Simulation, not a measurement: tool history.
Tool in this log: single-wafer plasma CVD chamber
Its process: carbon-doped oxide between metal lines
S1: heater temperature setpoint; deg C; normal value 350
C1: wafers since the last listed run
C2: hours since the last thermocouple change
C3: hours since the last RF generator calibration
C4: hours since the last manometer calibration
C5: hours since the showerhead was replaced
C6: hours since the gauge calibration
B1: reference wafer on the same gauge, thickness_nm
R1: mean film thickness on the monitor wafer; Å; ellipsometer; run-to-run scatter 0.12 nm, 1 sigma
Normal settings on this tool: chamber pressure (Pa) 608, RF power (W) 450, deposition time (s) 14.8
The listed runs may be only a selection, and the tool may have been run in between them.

Run 1, hour 0: usual settings but S1 346 deg C; C1 0; C2 1835.2; C3 1301.1; C4 961.5; C5 3635.1; C6 134.7; B1 57.891. Result: R1 629.46 Å.
Run 2, hour 14.8: usual settings but S1 346 deg C; C1 399; C2 1850; C3 1315.9; C4 976.3; C5 3649.9; C6 149.5; B1 57.904. Result: R1 628.64 Å.
Run 3, hour 52.9: usual settings but S1 346 deg C; C1 1027; C2 1888.1; C3 1354; C4 1014.4; C5 3688; C6 187.6; B1 57.918. Result: R1 628.88 Å.
Run 4, hour 60.2: usual settings; C1 196; C2 1895.4; C3 1361.3; C4 1021.7; C5 3695.3; C6 194.9; B1 57.889. Result: R1 622.79 Å.
Run 5, hour 72: usual settings; C1 318; C2 1907.2; C3 1373.1; C4 1033.5; C5 3707.1; C6 206.7; B1 57.86. Result: R1 620.4 Å.
Run 6, hour 87: usual settings; C1 404; C2 1922.2; C3 1388.1; C4 1048.5; C5 3722.1; C6 221.7; B1 57.93. Result: R1 620.83 Å.
At hour 102.5: capacitance manometer re-zeroed and calibrated.
Run 7, hour 103: usual settings but RF power (W) 480; C1 215; C2 1938.2; C3 1404.1; C4 0.5; C5 3738.1; C6 237.7; B1 57.878. Result: R1 649.77 Å.
Run 8, hour 104.2: usual settings; C1 32; C2 1939.4; C3 1405.3; C4 1.7; C5 3739.3; C6 238.9; B1 57.913. Result: R1 618.85 Å.
Run 9, hour 112.9: usual settings; C1 234; C2 1948.1; C3 1414; C4 10.4; C5 3748; C6 247.6; B1 57.895. Result: R1 617.92 Å.
Run 10, hour 124.9: usual settings but S1 363 deg C, deposition time (s) 12.3; C1 323; C2 1960.1; C3 1426; C4 22.4; C5 3760; C6 259.6; B1 57.957. Result: R1 501.84 Å.

The next listed run, before its measurement:
Run 11, hour 140: usual settings; C1 407; C2 1975.2; C3 1441.1; C4 37.5; C5 3775.1; C6 274.7; B1 ?. Result: R1 ?.

B1: 57.921
R1: 617.75 Å
With no hidden state in the tool, this same run would have given R1 650.28 Å.

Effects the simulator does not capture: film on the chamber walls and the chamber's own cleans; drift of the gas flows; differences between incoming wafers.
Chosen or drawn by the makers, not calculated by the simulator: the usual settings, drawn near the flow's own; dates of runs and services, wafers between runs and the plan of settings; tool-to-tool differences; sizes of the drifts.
